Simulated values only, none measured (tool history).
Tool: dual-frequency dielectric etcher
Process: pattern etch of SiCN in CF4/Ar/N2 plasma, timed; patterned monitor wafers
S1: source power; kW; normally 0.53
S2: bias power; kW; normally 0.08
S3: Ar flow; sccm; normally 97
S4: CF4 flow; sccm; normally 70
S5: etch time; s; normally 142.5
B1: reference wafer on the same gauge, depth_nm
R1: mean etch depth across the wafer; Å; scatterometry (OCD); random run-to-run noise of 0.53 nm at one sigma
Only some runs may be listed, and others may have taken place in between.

| run | hour | S1 | S2 | S3 | S4 | S5 | B1 | R1 |
|---|---|---|---|---|---|---|---|---|
| 1 | 0 | 0.43 | 0.08 | 97 | 70 | 142.5 | 155 | 1240 |
| 2 | 27.1 | 0.43 | 0.08 | 97 | 70 | 142.5 | 155.1 | 1238 |
| 3 | 92.6 | 0.43 | 0.08 | 97 | 62 | 142.5 | 155 | 1223 |
|  | 129.4 | Ar flow controller replaced |
| 4 | 144 | 0.43 | 0.08 | 97 | 62 | 142.5 | 155.1 | 1224 |
|  | 174.1 | gauge calibrated |
| 5 | 184.5 | 0.43 | 0.08 | 97 | 62 | 142.5 | 155.1 | 1213 |
|  | 196.5 | CF4 flow controller replaced |
| 6 | 227.4 | 0.53 | 0.08 | 97 | 70 | 142.5 | 155.1 | 1368 |
| 7 | 283.4 | 0.53 | 0.08 | 97 | 70 | 142.5 | 155.1 | 1364 |
|  | 330.8 | upper electrode replaced |
|  | 336.8 | wet clean of the chamber |
| 8 | 337.3 | 0.53 | 0.08 | 115 | 84 | 142.5 | 155 | 1359 |
| 9 | 361.7 | 0.53 | 0.08 | 115 | 84 | 142.5 | 155 | 1371 |
| 10 | 387.3 | 0.64 | 0.08 | 87 | 56 | 112.5 | 155.1 | 1201 |
| 11 | 418.4 | 0.53 | 0.08 | 97 | 70 | 142.5 | 155.1 | 1375 |
|  | 432 | source power generator calibrated |
| 12 | 448.6 | 0.42 | 0.08 | 91 | 70 | 142.5 | 155.1 | 1236 |
| 13 | 476.7 | 0.49 | 0.08 | 97 | 70 | 142.5 | 155.1 | 1320 |
| 14 | 516.2 | 0.53 | 0.08 | 97 | 70 | 142.5 | 154.9 | 1374 |
| 15 | 542.9 | 0.53 | 0.08 | 81 | 70 | 124 | 155 | 1233 |
|  | 587.7 | bias power generator calibrated |
| 16 | 614.8 | 0.61 | 0.085 | 119 | 70 | 167.5 | 155 | 1697 |
| 17 | 665.1 | 0.53 | 0.08 | 97 | 70 | 163.5 | 154.9 | 1565 |
| 18 | 704.8 | 0.53 | 0.08 | 97 | 64 | 142.5 | 154.8 | 1362 |
| 19 | 758.6 | 0.47 | 0.098 | 97 | 53 | 142.5 | 154.9 | 1319 |
| 20 | 950.6 | 0.53 | 0.062 | 116 | 70 | 142.5 | 155 | 1237 |
|  | 1003 | wet clean of the chamber |
| 21 | 1008.1 | 0.58 | 0.08 | 116 | 70 | 142.5 | 155.1 | 1402 |
| 22 | 1044.6 | 0.58 | 0.08 | 97 | 55 | 172 | 155.1 | 1691 |

What was the tool's hidden state at every run in the log?
source power that arrives over what is set, %: 0 in every run
bias power that arrives over what is set, %: 0 in every run
Ar flow that arrives over what is set, %: 0 in every run
CF4 flow that arrives over what is set, %: 0 in every run
gauge reads high (%): 0 in every run
H1: etch rate over this chamber's usual, %
| run | H1 |
|---|---|
| 1 | -0.464 |
| 2 | -0.54 |
| 3 | -0.724 |
| 4 | -0.868 |
| 5 | -0.982 |
| 6 | -1.1 |
| 7 | -1.26 |
| 8 | -0.0279 |
| 9 | -0.0964 |
| 10 | -0.168 |
| 11 | -0.255 |
| 12 | -0.34 |
| 13 | -0.419 |
| 14 | -0.53 |
| 15 | -0.604 |
| 16 | -0.806 |
| 17 | -0.947 |
| 18 | -1.06 |
| 19 | -1.21 |
| 20 | -1.75 |
| 21 | 0.106 |
| 22 | 0.00397 |

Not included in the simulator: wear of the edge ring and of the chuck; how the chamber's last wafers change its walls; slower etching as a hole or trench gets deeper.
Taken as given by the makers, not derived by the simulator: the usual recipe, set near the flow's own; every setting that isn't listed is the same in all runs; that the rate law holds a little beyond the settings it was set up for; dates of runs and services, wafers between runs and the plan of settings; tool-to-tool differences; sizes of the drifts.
